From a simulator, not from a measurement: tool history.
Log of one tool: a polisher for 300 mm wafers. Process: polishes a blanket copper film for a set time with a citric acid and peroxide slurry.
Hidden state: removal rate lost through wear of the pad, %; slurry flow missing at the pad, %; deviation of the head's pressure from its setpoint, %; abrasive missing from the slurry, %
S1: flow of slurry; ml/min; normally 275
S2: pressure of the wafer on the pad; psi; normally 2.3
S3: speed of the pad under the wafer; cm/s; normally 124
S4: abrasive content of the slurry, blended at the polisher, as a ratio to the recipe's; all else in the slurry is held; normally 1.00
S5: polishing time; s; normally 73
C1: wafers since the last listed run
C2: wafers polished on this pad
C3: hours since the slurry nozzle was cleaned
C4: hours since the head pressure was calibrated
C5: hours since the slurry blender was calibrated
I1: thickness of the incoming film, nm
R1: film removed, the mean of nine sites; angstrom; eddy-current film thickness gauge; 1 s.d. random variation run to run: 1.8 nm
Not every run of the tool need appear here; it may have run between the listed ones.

run,day,S1,S2,S3,S4,S5,C1,C2,C3,C4,C5,I1,R1
1,0.000,275,1.9,124,1.00,73,0,340,56.5,95.7,16.3,1030.7,1222
2,0.354,275,2.3,124,1.00,73,74,414,65.0,104.2,24.8,1020.4,1472
3,0.850,275,2.3,124,1.00,73,103,517,76.9,116.1,36.7,1045.6,1471
4,1.162,275,2.3,124,1.00,73,65,583,84.4,123.6,44.2,1010.5,1440
5,1.717,275,2.3,124,1.00,73,115,698,97.7,136.9,57.5,1041.5,1450
6,2.412,275,2.3,124,1.00,73,145,844,114.4,153.6,74.2,1017.4,1462
7,3.004,275,2.3,124,1.00,73,123,968,128.6,167.8,88.4,1014.4,1426
8,3.471,275,2.3,136,1.00,73,97,1065,139.8,179.0,99.6,1014.8,1596
9,3.921,275,2.3,136,1.00,73,94,1159,150.6,189.8,110.4,1032.4,1525
# day 4.108: worn pad replaced by a new one
10,4.208,275,2.3,124,0.95,73,25,21,157.5,196.7,117.3,1035.1,1394
11,4.508,275,2.3,124,0.95,73,62,84,164.7,203.9,124.5,1020.1,1410
12,5.008,335,2.3,112,1.25,99,104,188,176.7,215.9,136.5,1027.0,1896
13,5.658,275,2.3,104,1.25,73,135,324,192.3,231.5,152.1,1025.1,1257
14,6.017,315,2.3,124,1.00,73,74,399,200.9,240.1,160.7,1033.3,1405
15,6.683,250,2.3,124,1.15,56,139,538,216.9,256.1,176.7,1042.9,1112
16,7.379,275,2.3,124,0.95,73,145,684,233.6,272.8,193.4,1040.7,1370
17,8.079,275,2.3,124,1.00,73,146,830,250.4,289.6,210.2,1025.7,1386
18,8.508,200,1.9,154,1.20,73,89,920,260.7,299.9,220.5,1027.3,1422
19,8.783,275,2.3,124,1.30,73,57,978,267.3,306.5,227.1,1027.6,1442
# day 9.733: worn pad replaced by a new one
# day 10.250: slurry blender recalibrated
# day 10.392: slurry nozzle cleaned
20,11.012,250,2.3,124,1.00,73,405,241,14.9,360.0,18.3,1027.2,1442
# day 11.454: head pressure recalibrated
21,11.658,275,2.3,124,1.00,73,117,359,30.4,4.9,33.8,1006.4,1460
22,11.938,275,3.1,138,0.85,73,58,417,37.1,11.6,40.5,1040.4,2075
23,12.533,275,2.3,146,1.00,73,124,542,51.4,25.9,54.8,1018.9,1691
24,13.125,275,2.0,124,1.15,84,123,665,65.6,40.1,69.0,1026.6,1514
25,13.421,275,2.3,124,1.00,73,61,727,72.7,47.2,76.1,1031.3,1464
26,14.075,275,2.3,150,1.00,91,136,864,88.4,62.9,91.8,1012.1,2186
27,14.571,275,2.3,98,0.80,63,103,968,100.3,74.8,103.7,1016.7,922
# day 15.058: worn pad replaced by a new one
28,15.096,335,2.3,154,1.00,73,74,7,112.9,87.4,116.3,1010.4,1792
29,15.775,275,2.3,124,1.00,73,142,149,129.2,103.7,132.6,1021.8,1405

Forecast each of these 5 alternatives for the next run:
A,15.792,275,2.3,124,1.00,80,3,153,129.6,104.1,133.0,1027.6,?
B,15.792,240,3.1,146,1.00,87,3,153,129.6,104.1,133.0,1027.6,?
C,15.792,275,2.3,82,1.25,65,3,153,129.6,104.1,133.0,1027.6,?
D,15.792,275,2.0,124,1.00,73,3,153,129.6,104.1,133.0,1027.6,?
E,15.792,275,2.3,86,1.20,92,3,153,129.6,104.1,133.0,1027.6,?

run,R1
A,1558
B,2622
C,904
D,1241
E,1324
Had the tool no hidden state, the same runs would have come out as:
run,R1
A,1608
B,2705
C,933
D,1281
E,1367
